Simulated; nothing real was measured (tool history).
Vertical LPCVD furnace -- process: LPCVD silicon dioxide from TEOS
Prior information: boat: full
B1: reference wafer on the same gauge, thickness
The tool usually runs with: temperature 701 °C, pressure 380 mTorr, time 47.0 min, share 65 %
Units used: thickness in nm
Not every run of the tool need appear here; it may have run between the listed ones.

Run 1, hour 0.0: usual settings but temperature 694 °C; B1 384.77. Result: thickness 350.72 nm.
Run 2, hour 11.2: usual settings; B1 385.15. Result: thickness 415.26 nm.
Run 3, hour 26.6: usual settings; B1 385.19. Result: thickness 411.05 nm.
Run 4, hour 44.4: usual settings; B1 384.43. Result: thickness 414.65 nm.
Run 5, hour 55.9: usual settings; B1 385.37. Result: thickness 410.57 nm.
Run 6, hour 66.6: usual settings; B1 385.53. Result: thickness 416.25 nm.
Run 7, hour 84.6: usual settings; B1 384.52. Result: thickness 409.62 nm.
Run 8, hour 114.8: usual settings but temperature 706 °C, pressure 450 mTorr, share 68 %; B1 385.23. Result: thickness 512.90 nm.
Run 9, hour 121.5: usual settings but temperature 692 °C, pressure 350 mTorr, time 60.0 min; B1 384.67. Result: thickness 411.70 nm.
Run 10, hour 141.8: usual settings but temperature 711 °C, pressure 450 mTorr, time 60.0 min; B1 385.45. Result: thickness 719.99 nm.
Run 11, hour 159.7: usual settings but temperature 690 °C; B1 385.17. Result: thickness 320.44 nm.
Run 12, hour 178.9: usual settings but pressure 320 mTorr, time 38.5 min, share 54 %; B1 385.08. Result: thickness 279.80 nm.
Run 13, hour 190.9: usual settings; B1 385.03. Result: thickness 414.35 nm.
Run 14, hour 200.0: usual settings but pressure 330 mTorr, share 75 %; B1 384.84. Result: thickness 411.05 nm.
Run 15, hour 212.0: usual settings but pressure 475 mTorr, time 41.0 min; B1 385.34. Result: thickness 402.67 nm.
Run 16, hour 229.0: usual settings but pressure 295 mTorr, share 56 %; B1 385.00. Result: thickness 340.23 nm.
Run 17, hour 247.3: usual settings but pressure 285 mTorr; B1 384.99. Result: thickness 361.74 nm.
Run 18, hour 258.2: usual settings but pressure 410 mTorr, share 59 %; B1 384.98. Result: thickness 410.76 nm.
Run 19, hour 266.7: usual settings but time 41.0 min; B1 385.03. Result: thickness 360.55 nm.
Run 20, hour 274.7: usual settings but temperature 707 °C, share 58 %; B1 385.20. Result: thickness 448.35 nm.
Run 21, hour 312.7: usual settings but temperature 693 °C, pressure 410 mTorr, share 56 %; B1 385.29. Result: thickness 327.59 nm.
Run 22, hour 318.2: usual settings but pressure 330 mTorr, share 75 %; B1 384.94. Result: thickness 410.10 nm.
Run 23, hour 336.2: usual settings but temperature 695 °C; B1 385.00. Result: thickness 357.61 nm.
Run 24, hour 345.5: usual settings; B1 384.79. Result: thickness 416.37 nm.
Run 25, hour 358.6: usual settings but temperature 709 °C, pressure 325 mTorr; B1 385.36. Result: thickness 455.68 nm.
Run 26, hour 379.7: usual settings but pressure 285 mTorr; B1 385.08. Result: thickness 358.72 nm.
Run 27, hour 392.4: usual settings but temperature 706 °C, share 73 %; B1 385.14. Result: thickness 489.58 nm.
Run 28, hour 457.4: usual settings; B1 384.98. Result: thickness 414.29 nm.
Run 29, hour 476.3: usual settings but pressure 325 mTorr, time 56.0 min, share 77 %; B1 385.04. Result: thickness 503.19 nm.
Run 30, hour 492.0: usual settings but pressure 425 mTorr, time 53.0 min; B1 385.09. Result: thickness 491.89 nm.

Not shown here: 3 entries made in the log between runs. Locate each between two listed runs and compare the hidden state at the listed run before it with the hidden state at the listed run after it:
Run 7 -> run 8: gauge calibrated (hour 112.0); TEOS flow controller replaced (hour 114.3)
  nothing in the hidden state changes from one run to the other
Run 20 -> run 21: pressure gauge zeroed (hour 312.2)
  nothing in the hidden state changes from one run to the other
